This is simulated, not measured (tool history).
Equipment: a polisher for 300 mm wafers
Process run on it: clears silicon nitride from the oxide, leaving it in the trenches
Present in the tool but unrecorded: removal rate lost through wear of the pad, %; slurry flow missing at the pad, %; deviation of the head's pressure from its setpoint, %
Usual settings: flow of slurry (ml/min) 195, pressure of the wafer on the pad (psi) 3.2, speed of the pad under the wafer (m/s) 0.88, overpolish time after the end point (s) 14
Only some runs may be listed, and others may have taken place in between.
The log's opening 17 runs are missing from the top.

run    hour  flow of slurry (ml/min)  pressure of the wafer on the pad (psi)  speed of the pad under the wafer (m/s)  overpolish time after the end point (s)  wafers since the last listed run  wafers polished on this pad  hours since the slurry nozzle was cleaned  hours since the head pressure was calibrated  incoming thickness of the incoming film, nm  time until the end point was called (s)
 18  1490.3                      195                                     3.2                                    0.88                                       14                               784                         1542                                      178.0                                         571.8                                         85.6                                    106.9
     1507.7  -- head pressure recalibrated
 19  1582.5                      195                                     3.2                                    0.88                                       14                               671                         2214                                      270.2                                          74.8                                         85.5                                    110.2
 20  1663.9                      135                                     4.1                                    0.88                                       17                               606                         2820                                      351.6                                         156.2                                         84.9                                     93.5
     1698.4  -- worn pad replaced by a new one
 21  1743.3                      195                                     3.5                                    0.88                                       14                               561                          334                                      431.0                                         235.6                                         83.9                                     89.5
 22  1801.6                      195                                     3.2                                    0.88                                       18                               434                          768                                      489.3                                         293.9                                         86.2                                    100.6
     1815.0  -- slurry nozzle cleaned
 23  1908.9                      195                                     3.2                                    0.88                                       14                               791                         1560                                       93.9                                         401.2                                         85.4                                    105.4
 24  1959.1                      195                                     3.2                                    0.72                                       14                               373                         1933                                      144.1                                         451.4                                         86.2                                    130.0
 25  2045.8                      195                                     2.8                                    0.88                                        6                               645                         2579                                      230.8                                         538.1                                         85.1                                    119.2
     2091.2  -- head pressure recalibrated
 26  2102.4                      160                                     3.9                                    0.88                                       14                               406                         2985                                      287.4                                          11.2                                         84.0                                     93.5
     2127.2  -- worn pad replaced by a new one
 27  2139.1                      195                                     3.2                                    0.88                                       14                               243                           88                                      324.1                                          47.9                                         84.4                                     97.0
 28  2179.7                      215                                     2.8                                    1.18                                        6                               302                          390                                      364.7                                          88.5                                         84.7                                     80.7
 29  2268.1                      225                                     2.9                                    1.06                                       12                               658                         1048                                      453.1                                         176.9                                         83.3                                     88.9
 30  2310.2                      195                                     2.2                                    0.60                                       20                               313                         1362                                      495.2                                         219.0                                         84.0                                    203.2

Below are 5 alternative next runs, each starting from the tool's condition after run 30. Predict each:
  A  2310.7                      195                                     3.2                                    0.88                                       14                                 3                         1365                                      495.7                                         219.5                                         85.3                                        ?
  B  2310.7                      160                                     2.6                                    1.16                                       19                                 3                         1365                                      495.7                                         219.5                                         85.3                                        ?
  C  2310.7                      215                                     2.1                                    1.06                                       11                                 3                         1365                                      495.7                                         219.5                                         85.3                                        ?
  D  2310.7                      195                                     3.2                                    1.16                                       14                                 3                         1365                                      495.7                                         219.5                                         85.3                                        ?
  E  2310.7                      220                                     2.4                                    0.78                                       14                                 3                         1365                                      495.7                                         219.5                                         85.3                                        ?

run  time until the end point was called (s)
  A                                    104.2
  B                                     96.7
  C                                    119.5
  D                                     79.1
  E                                    146.0
The same runs, with their run-to-run variation unchanged, on a tool lacking any hidden condition would have given:
run  time until the end point was called (s)
  A                                     94.9
  B                                     88.1
  C                                    108.8
  D                                     72.0
  E                                    133.0
